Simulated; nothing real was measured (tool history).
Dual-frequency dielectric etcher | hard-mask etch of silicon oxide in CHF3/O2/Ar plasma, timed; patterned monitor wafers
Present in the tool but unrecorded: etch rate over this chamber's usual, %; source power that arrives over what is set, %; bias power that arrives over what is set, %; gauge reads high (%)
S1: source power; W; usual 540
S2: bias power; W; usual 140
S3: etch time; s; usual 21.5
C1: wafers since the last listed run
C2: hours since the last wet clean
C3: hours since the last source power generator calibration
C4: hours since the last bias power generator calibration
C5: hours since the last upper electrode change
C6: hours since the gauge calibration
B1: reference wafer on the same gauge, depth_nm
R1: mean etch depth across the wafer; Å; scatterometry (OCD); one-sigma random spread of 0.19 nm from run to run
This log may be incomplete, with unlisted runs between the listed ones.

run 1 hour=0 | S1=540 S2=140 S3=21.5 | C1=0 C2=571.8 C3=1936.3 C4=2696.6 C5=2261.8 C6=121.7 | B1=29.71 | R1=341
run 2 hour=14.4 | S1=540 S2=140 S3=21.5 | C1=113 C2=586.2 C3=1950.7 C4=2711 C5=2276.2 C6=136.1 | B1=29.72 | R1=340.8
run 3 hour=36.9 | S1=540 S2=140 S3=21.5 | C1=177 C2=608.7 C3=1973.2 C4=2733.5 C5=2298.7 C6=158.6 | B1=29.64 | R1=335.6
run 4 hour=50.1 | S1=540 S2=140 S3=21.5 | C1=104 C2=621.9 C3=1986.4 C4=2746.7 C5=2311.9 C6=171.8 | B1=29.71 | R1=336.8
run 5 hour=74 | S1=540 S2=140 S3=21.5 | C1=188 C2=645.8 C3=2010.3 C4=2770.6 C5=2335.8 C6=195.7 | B1=29.67 | R1=339.4
run 6 hour=92.4 | S1=540 S2=140 S3=21.5 | C1=145 C2=664.2 C3=2028.7 C4=2789 C5=2354.2 C6=214.1 | B1=29.69 | R1=340
-- hour=97.4 source power generator calibrated
run 7 hour=106.1 | S1=540 S2=140 S3=21.5 | C1=76 C2=677.9 C3=8.7 C4=2802.7 C5=2367.9 C6=227.8 | B1=29.71 | R1=335
run 8 hour=118.6 | S1=540 S2=140 S3=21.5 | C1=98 C2=690.4 C3=21.2 C4=2815.2 C5=2380.4 C6=240.3 | B1=29.74 | R1=336.1
-- hour=154.4 wet clean of the chamber
run 9 hour=154.9 | S1=540 S2=140 S3=21.5 | C1=97 C2=0.5 C3=57.5 C4=2851.5 C5=2416.7 C6=276.6 | B1=29.67 | R1=360.2
-- hour=162 gauge calibrated
run 10 hour=170.9 | S1=650 S2=140 S3=16.5 | C1=126 C2=16.5 C3=73.5 C4=2867.5 C5=2432.7 C6=8.9 | B1=29.66 | R1=290.1
-- hour=204.2 upper electrode replaced, of another model than before
run 11 hour=204.7 | S1=490 S2=107 S3=19 | C1=77 C2=50.3 C3=107.3 C4=2901.3 C5=0.5 C6=42.7 | B1=29.68 | R1=284.3
run 12 hour=213.8 | S1=540 S2=123 S3=25.5 | C1=71 C2=59.4 C3=116.4 C4=2910.4 C5=9.6 C6=51.8 | B1=29.69 | R1=407.3
run 13 hour=227.5 | S1=590 S2=149 S3=17.5 | C1=108 C2=73.1 C3=130.1 C4=2924.1 C5=23.3 C6=65.5 | B1=29.69 | R1=304.4
-- hour=232.7 bias power generator calibrated
run 14 hour=254.3 | S1=590 S2=149 S3=17.5 | C1=179 C2=99.9 C3=156.9 C4=21.6 C5=50.1 C6=92.3 | B1=29.7 | R1=304.3
run 15 hour=272.5 | S1=540 S2=170 S3=27 | C1=143 C2=118.1 C3=175.1 C4=39.8 C5=68.3 C6=110.5 | B1=29.65 | R1=466.2
run 16 hour=304.4 | S1=450 S2=140 S3=24 | C1=251 C2=150 C3=207 C4=71.7 C5=100.2 C6=142.4 | B1=29.68 | R1=363.5

For each run, what was the tool's unlogged condition?
source power that arrives over what is set, %: 0 at every run
bias power that arrives over what is set, %: 0 at every run
gauge reads high (%): 0 at every run
H1: etch rate over this chamber's usual, %
run=1 H1=-4.56
run=2 H1=-4.67
run=3 H1=-4.83
run=4 H1=-4.93
run=5 H1=-5.11
run=6 H1=-5.24
run=7 H1=-5.34
run=8 H1=-5.43
run=9 H1=0.351
run=10 H1=0.234
run=11 H1=-0.0155
run=12 H1=-0.0826
run=13 H1=-0.184
run=14 H1=-0.381
run=15 H1=-0.515
run=16 H1=-0.75
